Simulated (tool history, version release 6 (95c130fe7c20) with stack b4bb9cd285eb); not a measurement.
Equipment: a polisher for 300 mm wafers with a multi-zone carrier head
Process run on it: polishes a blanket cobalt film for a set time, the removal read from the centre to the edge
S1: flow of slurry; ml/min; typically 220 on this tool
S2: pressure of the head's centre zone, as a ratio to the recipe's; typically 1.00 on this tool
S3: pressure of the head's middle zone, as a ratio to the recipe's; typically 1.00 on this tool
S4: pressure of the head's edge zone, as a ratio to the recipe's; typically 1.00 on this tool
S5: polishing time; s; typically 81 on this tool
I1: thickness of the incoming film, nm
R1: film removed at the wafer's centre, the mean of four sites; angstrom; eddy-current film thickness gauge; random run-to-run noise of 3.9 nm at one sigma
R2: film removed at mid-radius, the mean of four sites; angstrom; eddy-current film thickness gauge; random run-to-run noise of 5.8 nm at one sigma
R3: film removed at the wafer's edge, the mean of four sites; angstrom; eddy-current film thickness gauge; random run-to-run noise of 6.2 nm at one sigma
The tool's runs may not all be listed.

run   hour   S1    S2    S3    S4   S5      I1    R1    R2    R3
  1    0.0  220  1.00  1.00  1.00   81  1429.7  4050  4328  4186
  2   23.6  170  1.00  1.00  0.93   92  1428.3  4421  4700  4695
      31.9  -- slurry nozzle cleaned
  3   43.7  165  1.07  1.00  1.06   81  1436.3  4244  4302  4365
  4   64.2  220  0.96  1.00  1.00   81  1442.4  3826  4318  4282
  5   88.0  220  1.00  1.00  1.00   60  1435.5  2950  3164  3150
     101.5  -- edge zone pressure recalibrated
  6  103.7  220  1.00  1.00  1.00   81  1428.6  3940  4255  4293
     114.2  -- worn pad replaced by a new one
     122.5  -- centre zone pressure recalibrated
  7  123.2  290  1.00  1.00  1.00   81  1453.9  4426  4332  4380
  8  158.7  290  0.94  1.00  0.92   69  1411.2  3503  3711  3698
  9  207.7  220  1.00  1.00  1.00  107  1455.3  5521  5715  5714
 10  234.2  220  1.00  1.00  1.00   81  1436.9  4244  4220  4293
 11  251.3  240  1.00  0.88  1.07   62  1433.4  3258  2963  3414
 12  271.1  220  1.00  1.00  1.00   81  1441.2  4109  4284  4435
 13  285.3  220  0.90  0.93  1.00   81  1437.1  3691  3994  4388
 14  302.0  220  1.00  1.00  1.00   81  1463.6  4160  4224  4263
     312.0  -- worn pad replaced by a new one
 15  333.2  220  1.00  1.00  1.00   81  1438.2  4045  4295  4257
 16  348.6  220  1.00  1.00  1.00   81  1415.6  4022  4316  4239
 17  369.3  220  1.08  1.00  1.00   81  1447.2  4326  4199  4286
 18  394.0  190  1.00  1.00  1.00   89  1416.7  4343  4705  4698
 19  412.7  165  0.94  1.09  1.09   81  1434.0  3603  4590  4484
     418.9  -- carrier head's membrane replaced by a new one
 20  468.3  275  0.97  1.00  1.00   81  1471.7  3813  4359  4481
     492.0  -- centre zone pressure recalibrated
 21  498.7  245  1.00  1.00  0.89   81  1441.4  4307  4258  4204

Here are 5 independent what-if runs from the current tool condition. What would each one return?
  A  499.1  220  1.00  1.03  1.00   81  1430.7   ?   ?   ?
  B  499.1  220  0.90  1.00  0.90   93  1430.7   ?   ?   ?
  C  499.1  220  1.00  1.00  1.00   88  1430.7   ?   ?   ?
  D  499.1  280  0.94  1.04  0.93   81  1430.7   ?   ?   ?
  E  499.1  255  1.00  1.12  1.00  106  1430.7   ?   ?   ?

run    R1    R2    R3
  A  4366  4298  4205
  B  4506  4816  4596
  C  4743  4554  4570
  D  4188  4417  4120
  E  5792  6112  5544
Had the tool no hidden state, the same runs would have come out as:
run    R1    R2    R3
  A  4445  4297  4205
  B  4589  4815  4596
  C  4828  4553  4570
  D  4264  4417  4120
  E  5896  6111  5544
